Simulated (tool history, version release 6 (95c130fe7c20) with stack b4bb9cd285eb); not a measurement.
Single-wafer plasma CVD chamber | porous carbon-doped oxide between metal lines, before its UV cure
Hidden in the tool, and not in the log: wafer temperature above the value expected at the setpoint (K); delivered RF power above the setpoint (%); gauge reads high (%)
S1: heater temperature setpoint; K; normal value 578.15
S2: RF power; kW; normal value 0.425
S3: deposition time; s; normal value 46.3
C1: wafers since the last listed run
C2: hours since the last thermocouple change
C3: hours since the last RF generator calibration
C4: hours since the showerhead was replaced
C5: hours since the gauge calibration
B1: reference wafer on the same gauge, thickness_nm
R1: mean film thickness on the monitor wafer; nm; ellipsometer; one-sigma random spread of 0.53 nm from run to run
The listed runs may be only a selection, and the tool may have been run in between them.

run 1 hour=0 | S1=578.15 S2=0.425 S3=46.3 | C1=0 C2=177.3 C3=367 C4=1330.4 C5=1318.9 | B1=223.113 | R1=194.23
run 2 hour=105.6 | S1=578.15 S2=0.425 S3=50.8 | C1=1504 C2=282.9 C3=472.6 C4=1436 C5=1424.5 | B1=223.204 | R1=212.506
run 3 hour=211.4 | S1=578.15 S2=0.425 S3=46.3 | C1=1507 C2=388.7 C3=578.4 C4=1541.8 C5=1530.3 | B1=223.228 | R1=194.139
run 4 hour=265.4 | S1=578.15 S2=0.425 S3=46.3 | C1=769 C2=442.7 C3=632.4 C4=1595.8 C5=1584.3 | B1=223.08 | R1=194.211
run 5 hour=365.7 | S1=578.15 S2=0.425 S3=46.3 | C1=1429 C2=543 C3=732.7 C4=1696.1 C5=1684.6 | B1=222.757 | R1=194.35
run 6 hour=423.5 | S1=578.15 S2=0.425 S3=46.3 | C1=823 C2=600.8 C3=790.5 C4=1753.9 C5=1742.4 | B1=222.788 | R1=193.649
run 7 hour=498.4 | S1=578.15 S2=0.425 S3=46.3 | C1=1067 C2=675.7 C3=865.4 C4=1828.8 C5=1817.3 | B1=222.995 | R1=195.23
-- hour=692.8 gauge calibrated
-- hour=716.5 thermocouple changed; heater temperature recalibrated
run 8 hour=820.5 | S1=578.15 S2=0.425 S3=46.3 | C1=4476 C2=104 C3=1187.5 C4=2150.9 C5=127.7 | B1=222.994 | R1=194.172
run 9 hour=874.3 | S1=578.15 S2=0.425 S3=46.3 | C1=766 C2=157.8 C3=1241.3 C4=2204.7 C5=181.5 | B1=222.94 | R1=194.534
run 10 hour=946.4 | S1=578.15 S2=0.425 S3=40.2 | C1=1027 C2=229.9 C3=1313.4 C4=2276.8 C5=253.6 | B1=223.065 | R1=169.007
run 11 hour=1028.5 | S1=569.15 S2=0.4 S3=46.3 | C1=1169 C2=312 C3=1395.5 C4=2358.9 C5=335.7 | B1=223.011 | R1=192.94
run 12 hour=1069.9 | S1=567.15 S2=0.485 S3=53.2 | C1=589 C2=353.4 C3=1436.9 C4=2400.3 C5=377.1 | B1=222.942 | R1=262.543
-- hour=1145.9 RF generator calibrated
run 13 hour=1170.7 | S1=585.15 S2=0.395 S3=49.6 | C1=1322 C2=454.2 C3=24.8 C4=2501.1 C5=477.9 | B1=222.828 | R1=188.502
run 14 hour=1261.6 | S1=592.15 S2=0.425 S3=46.3 | C1=1295 C2=545.1 C3=115.7 C4=2592 C5=568.8 | B1=223.257 | R1=182.132
-- hour=1368.2 showerhead replaced
run 15 hour=1368.7 | S1=578.15 S2=0.425 S3=46.3 | C1=1412 C2=652.2 C3=222.8 C4=0.5 C5=675.9 | B1=222.955 | R1=194.557
run 16 hour=1454.3 | S1=573.15 S2=0.35 S3=46.3 | C1=1219 C2=737.8 C3=308.4 C4=86.1 C5=761.5 | B1=222.68 | R1=167.626
run 17 hour=1503.2 | S1=584.15 S2=0.46 S3=43.1 | C1=696 C2=786.7 C3=357.3 C4=135 C5=810.4 | B1=222.955 | R1=187.622
-- hour=1599.4 thermocouple changed; heater temperature recalibrated
run 18 hour=1599.9 | S1=578.15 S2=0.425 S3=46.3 | C1=1264 C2=0.5 C3=454 C4=231.7 C5=907.1 | B1=223.313 | R1=193.173
run 19 hour=1642.5 | S1=587.15 S2=0.37 S3=55 | C1=607 C2=43.1 C3=496.6 C4=274.3 C5=949.7 | B1=223.338 | R1=195.295
run 20 hour=1738.7 | S1=578.15 S2=0.425 S3=46.3 | C1=1370 C2=139.3 C3=592.8 C4=370.5 C5=1045.9 | B1=222.953 | R1=194.372

What was the tool's hidden state at every run in the log?
wafer temperature above the value expected at the setpoint (K): 0, the same for each run
delivered RF power above the setpoint (%): 0, the same for each run
gauge reads high (%): 0, the same for each run
